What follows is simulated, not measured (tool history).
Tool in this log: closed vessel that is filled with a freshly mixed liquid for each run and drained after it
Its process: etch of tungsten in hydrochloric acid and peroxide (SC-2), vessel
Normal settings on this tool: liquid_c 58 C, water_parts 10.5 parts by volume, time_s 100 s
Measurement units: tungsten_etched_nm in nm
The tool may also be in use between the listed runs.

| run | day | liquid_c | water_parts | time_s | read-back film thickness of the tungsten reference wafer, read on the same gauge (nm) | tungsten_etched_nm |
|---|---|---|---|---|---|---|
| 1 | 0 | 58 | 10.5 | 100 | 150.01 | 30.51 |
|  | 3.4 | thermometer replaced |
| 2 | 9.396 | 58 | 10.5 | 100 | 150.03 | 30.47 |
| 3 | 13.638 | 58 | 10.5 | 100 | 150.03 | 30.43 |
| 4 | 15.867 | 58 | 10.5 | 100 | 149.99 | 30.41 |
| 5 | 19.921 | 58 | 10.5 | 100 | 149.97 | 30.32 |
| 6 | 21.425 | 58 | 10.5 | 100 | 150.01 | 30.38 |
| 7 | 27.483 | 58 | 10.5 | 100 | 150 | 30.4 |
| 8 | 31.062 | 58 | 10.5 | 100 | 150.01 | 30.11 |
|  | 31.333 | new drum of peroxide connected |
|  | 33.338 | thermometer replaced |
| 9 | 33.725 | 58 | 10.5 | 100 | 150 | 29.37 |
|  | 36.429 | chemicals flow meter replaced |
| 10 | 37.408 | 58 | 10.5 | 100 | 150.02 | 29.16 |
| 11 | 39.75 | 58 | 10.5 | 100 | 149.97 | 29.11 |
| 12 | 43.133 | 58 | 10.5 | 100 | 149.99 | 29.08 |
|  | 44.533 | new drum of peroxide connected, repeated, since the last time left the tool worse |
| 13 | 45.154 | 58 | 10.5 | 100 | 150.02 | 30.78 |
| 14 | 49.225 | 58 | 10.5 | 100 | 150.01 | 30.82 |
|  | 49.492 | gauge calibrated |
| 15 | 52.867 | 63 | 10.5 | 100 | 149.98 | 42.41 |
| 16 | 56.329 | 58 | 10.5 | 100 | 149.98 | 30.76 |
| 17 | 60.667 | 65.5 | 14 | 50 | 150 | 18.98 |
| 18 | 63.792 | 58 | 10.5 | 100 | 149.96 | 30.74 |
|  | 64.683 | thermometer replaced |
| 19 | 66.012 | 54.5 | 12 | 125 | 150.03 | 27.65 |
| 20 | 69.279 | 52 | 10.5 | 145 | 149.99 | 30 |
| 21 | 73.35 | 65 | 15 | 50 | 150.01 | 17.32 |
| 22 | 75.838 | 58 | 12.5 | 50 | 150.03 | 13.23 |
| 23 | 80.179 | 58 | 10.5 | 65 | 150 | 19.74 |
| 24 | 83.312 | 63 | 7 | 150 | 149.97 | 86.07 |
| 25 | 85.15 | 63.5 | 10.5 | 115 | 150 | 49.48 |
| 26 | 87.538 | 55 | 7 | 100 | 150.02 | 35.07 |
| 27 | 91.183 | 55 | 7 | 60 | 150.02 | 20.9 |
| 28 | 92.917 | 48.5 | 8.5 | 100 | 149.97 | 19.54 |
| 29 | 96.775 | 58 | 10.5 | 100 | 149.97 | 30.16 |
| 30 | 100.612 | 66.5 | 6 | 100 | 149.98 | 79.55 |
|  | 101.571 | new drum of peroxide connected |
|  | 102.179 | thermometer replaced |
| 31 | 103.133 | 58 | 7.5 | 100 | 150 | 40.59 |

3 options for the next run, each taken on its own from the tool as it stands now. Forecast them:
| A | 103.162 | 58 | 10.5 | 75 | ? | ? |
| B | 103.162 | 58 | 8.5 | 75 | ? | ? |
| C | 103.162 | 66 | 10.5 | 155 | ? | ? |

| run | read-back film thickness of the tungsten reference wafer, read on the same gauge (nm) | tungsten_etched_nm |
|---|---|---|
| A | 150.02 | 23.13 |
| B | 150.02 | 27.53 |
| C | 150.02 | 78.48 |
Without the tool's unlogged condition, the same runs would have read:
| run | tungsten_etched_nm |
|---|---|
| A | 23.19 |
| B | 27.61 |
| C | 78.71 |

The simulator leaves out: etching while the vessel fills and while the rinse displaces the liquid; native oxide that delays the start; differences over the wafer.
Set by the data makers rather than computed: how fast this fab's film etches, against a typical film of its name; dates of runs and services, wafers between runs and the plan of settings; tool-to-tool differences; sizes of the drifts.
